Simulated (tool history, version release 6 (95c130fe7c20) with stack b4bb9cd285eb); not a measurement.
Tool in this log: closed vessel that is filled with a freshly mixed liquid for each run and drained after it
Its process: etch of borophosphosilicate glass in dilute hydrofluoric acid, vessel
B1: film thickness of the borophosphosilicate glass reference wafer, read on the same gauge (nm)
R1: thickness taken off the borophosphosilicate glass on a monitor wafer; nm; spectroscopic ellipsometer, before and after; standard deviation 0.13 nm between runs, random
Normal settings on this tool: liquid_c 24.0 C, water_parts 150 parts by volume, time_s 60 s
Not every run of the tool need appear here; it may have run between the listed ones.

Run 1, hour 0.0: usual settings but liquid_c 27.5 C; B1 50.01. Result: R1 20.81 nm.
At hour 68.6: thermometer replaced, repeated, since the last time left the tool worse.
Run 2, hour 69.6: usual settings; B1 49.97. Result: R1 16.97 nm.
Run 3, hour 109.1: usual settings; B1 49.99. Result: R1 17.07 nm.
Run 4, hour 207.0: usual settings; B1 49.96. Result: R1 17.14 nm.
Run 5, hour 248.0: usual settings; B1 49.99. Result: R1 17.11 nm.
Run 6, hour 295.3: usual settings; B1 50.05. Result: R1 17.05 nm.
Run 7, hour 359.7: usual settings; B1 50.02. Result: R1 17.29 nm.
Run 8, hour 415.4: usual settings but liquid_c 22.0 C; B1 50.02. Result: R1 16.00 nm.
Run 9, hour 449.5: usual settings; B1 49.97. Result: R1 17.11 nm.
Run 10, hour 491.5: usual settings but liquid_c 27.5 C, water_parts 175 parts by volume, time_s 35 s; B1 50.06. Result: R1 9.50 nm.
Run 11, hour 537.3: usual settings; B1 50.00. Result: R1 17.32 nm.
At hour 571.7: hydrofluoric acid flow meter replaced.
Run 12, hour 597.9: usual settings but liquid_c 19.5 C, water_parts 100 parts by volume; B1 50.06. Result: R1 22.98 nm.
Run 13, hour 666.6: usual settings but liquid_c 21.0 C, water_parts 180 parts by volume, time_s 95 s; B1 50.02. Result: R1 19.98 nm.
Run 14, hour 700.5: usual settings but liquid_c 28.0 C, water_parts 120 parts by volume, time_s 40 s; B1 49.99. Result: R1 17.28 nm.
Run 15, hour 879.4: usual settings but liquid_c 27.5 C, water_parts 95 parts by volume, time_s 85 s; B1 50.02. Result: R1 47.81 nm.
Run 16, hour 936.8: usual settings but liquid_c 27.0 C, water_parts 95 parts by volume, time_s 45 s; B1 49.97. Result: R1 24.98 nm.
Run 17, hour 969.0: usual settings but water_parts 220 parts by volume; B1 50.03. Result: R1 11.05 nm.
Run 18, hour 1033.5: usual settings; B1 50.02. Result: R1 17.44 nm.
Run 19, hour 1079.7: usual settings but liquid_c 26.5 C, water_parts 210 parts by volume, time_s 90 s; B1 50.02. Result: R1 19.16 nm.
At hour 1140.2: hydrofluoric acid flow meter replaced.
Run 20, hour 1140.7: usual settings but liquid_c 19.0 C, water_parts 80 parts by volume, time_s 75 s; B1 50.00. Result: R1 36.95 nm.
Run 21, hour 1164.9: usual settings but water_parts 195 parts by volume, time_s 30 s; B1 49.96. Result: R1 6.35 nm.
Run 22, hour 1191.2: usual settings; B1 50.01. Result: R1 17.46 nm.
At hour 1194.0: thermometer replaced.
At hour 1236.5: gauge calibrated.
Run 23, hour 1257.0: usual settings but liquid_c 21.5 C, water_parts 120 parts by volume, time_s 45 s; B1 49.99. Result: R1 15.05 nm.
Run 24, hour 1323.0: usual settings but liquid_c 28.0 C, time_s 95 s; B1 50.01. Result: R1 31.73 nm.
Run 25, hour 1347.9: usual settings but liquid_c 22.0 C, water_parts 205 parts by volume, time_s 95 s; B1 49.98. Result: R1 17.35 nm.
Run 26, hour 1398.2: usual settings but liquid_c 26.5 C, water_parts 180 parts by volume, time_s 35 s; B1 49.99. Result: R1 8.87 nm.
Run 27, hour 1458.8: usual settings but liquid_c 20.0 C, water_parts 190 parts by volume, time_s 85 s; B1 49.98. Result: R1 15.97 nm.
Run 28, hour 1530.1: usual settings but liquid_c 28.0 C, water_parts 205 parts by volume, time_s 30 s; B1 49.96. Result: R1 6.92 nm.
Run 29, hour 1581.7: usual settings but liquid_c 26.5 C, water_parts 80 parts by volume, time_s 85 s; B1 49.99. Result: R1 55.46 nm.
Run 30, hour 1645.2: usual settings but liquid_c 20.5 C, water_parts 195 parts by volume, time_s 80 s; B1 49.96. Result: R1 14.65 nm.
Run 31, hour 1673.1: usual settings but liquid_c 22.0 C, time_s 45 s; B1 50.04. Result: R1 12.06 nm.

4 options for the next run, each taken on its own from the tool as it stands now. Forecast them:
Run A, hour 1673.8: usual settings but liquid_c 28.5 C; B1 ?. Result: R1 ?.
Run B, hour 1673.8: usual settings but time_s 45 s; B1 ?. Result: R1 ?.
Run C, hour 1673.8: usual settings but liquid_c 26.5 C, water_parts 120 parts by volume, time_s 75 s; B1 ?. Result: R1 ?.
Run D, hour 1673.8: usual settings but water_parts 170 parts by volume, time_s 75 s; B1 ?. Result: R1 ?.

run     B1     R1
  A  50.02  20.68
  B  50.02  13.12
  C  50.02  31.17
  D  50.02  18.86
Had the tool no hidden state, the same runs would have come out as:
run     R1
  A  20.43
  B  12.95
  C  30.77
  D  18.62

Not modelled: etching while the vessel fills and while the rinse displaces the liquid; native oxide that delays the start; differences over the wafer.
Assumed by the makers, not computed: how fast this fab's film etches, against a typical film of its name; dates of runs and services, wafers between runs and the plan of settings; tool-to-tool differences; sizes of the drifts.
